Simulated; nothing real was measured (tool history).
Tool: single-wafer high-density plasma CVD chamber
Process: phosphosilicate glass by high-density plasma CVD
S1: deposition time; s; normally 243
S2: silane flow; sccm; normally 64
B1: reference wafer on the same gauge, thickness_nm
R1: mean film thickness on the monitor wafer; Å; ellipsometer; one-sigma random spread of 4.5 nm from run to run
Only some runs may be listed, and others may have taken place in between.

{"run": 1, "hour": 0.0, "S1": 243, "S2": 64, "B1": 1300.51, "R1": 16140.88}
{"run": 2, "hour": 12.0, "S1": 243, "S2": 64, "B1": 1300.714, "R1": 16095.83}
{"run": 3, "hour": 28.8, "S1": 243, "S2": 64, "B1": 1300.613, "R1": 16141.26}
{"run": 4, "hour": 48.0, "S1": 225, "S2": 64, "B1": 1301.29, "R1": 14906.07}
{"run": 5, "hour": 67.0, "S1": 225, "S2": 64, "B1": 1300.379, "R1": 14939.78}
{"run": 6, "hour": 98.6, "S1": 243, "S2": 68, "B1": 1299.782, "R1": 16938.97}
{"run": 7, "hour": 127.9, "S1": 225, "S2": 57, "B1": 1300.282, "R1": 13460.42}
{"run": 8, "hour": 156.7, "S1": 225, "S2": 57, "B1": 1300.472, "R1": 13550.65}
{"run": 9, "hour": 177.0, "S1": 225, "S2": 57, "B1": 1298.699, "R1": 13549.34}
{"run": 10, "hour": 211.1, "S1": 243, "S2": 64, "B1": 1300.637, "R1": 16169.23}
{"run": 11, "hour": 229.0, "S1": 243, "S2": 64, "B1": 1298.818, "R1": 16190.73}
{"run": 12, "hour": 252.7, "S1": 269, "S2": 64, "B1": 1300.205, "R1": 18063.07}
{"hour": 278.1, "done": "silane flow controller replaced"}
{"run": 13, "hour": 278.6, "S1": 202, "S2": 64, "B1": 1298.529, "R1": 12960.2}
{"hour": 278.8, "done": "gauge calibrated"}
{"run": 14, "hour": 303.0, "S1": 199, "S2": 57, "B1": 1300.073, "R1": 11480.04}
{"run": 15, "hour": 322.0, "S1": 212, "S2": 72, "B1": 1300.426, "R1": 15110.07}
{"run": 16, "hour": 353.3, "S1": 243, "S2": 58, "B1": 1299.652, "R1": 14319.74}
{"run": 17, "hour": 390.4, "S1": 260, "S2": 76, "B1": 1298.529, "R1": 19417.13}
{"run": 18, "hour": 416.4, "S1": 212, "S2": 72, "B1": 1300.166, "R1": 15136.24}
{"run": 19, "hour": 450.0, "S1": 243, "S2": 64, "B1": 1300.155, "R1": 15610.41}
{"run": 20, "hour": 494.8, "S1": 243, "S2": 64, "B1": 1299.967, "R1": 15534.12}
{"run": 21, "hour": 568.4, "S1": 268, "S2": 59, "B1": 1299.987, "R1": 16039.82}
{"run": 22, "hour": 595.9, "S1": 243, "S2": 55, "B1": 1300.334, "R1": 13701.98}
{"run": 23, "hour": 622.3, "S1": 243, "S2": 64, "B1": 1300.31, "R1": 15620.8}
{"run": 24, "hour": 651.1, "S1": 243, "S2": 53, "B1": 1299.873, "R1": 13259.54}
{"run": 25, "hour": 667.2, "S1": 226, "S2": 55, "B1": 1299.887, "R1": 12805.69}

For some of the steps in R1 from one run to the next: how much would appear even if the tool had no hidden state, given the settings, what came in and random variation, and how much remains for the hidden state plus any gauge scatter that the measured result and the result without hidden state don't share?
Hidden state present: delivered silane flow above the setpoint (%); gauge reads high (%).
Run 9 -> 10: S1 225 -> 243, S2 57 -> 64. R1 +2619.89 Å: hidden state +111.19, all else +2508.7.
Run 12 -> 13: S1 269 -> 202, silane flow controller replaced. R1 -5102.87 Å: hidden state -680.67, all else -4422.2.
Run 16 -> 17: S1 243 -> 260, S2 58 -> 76. R1 +5097.39 Å: hidden state +1.59, all else +5095.8.
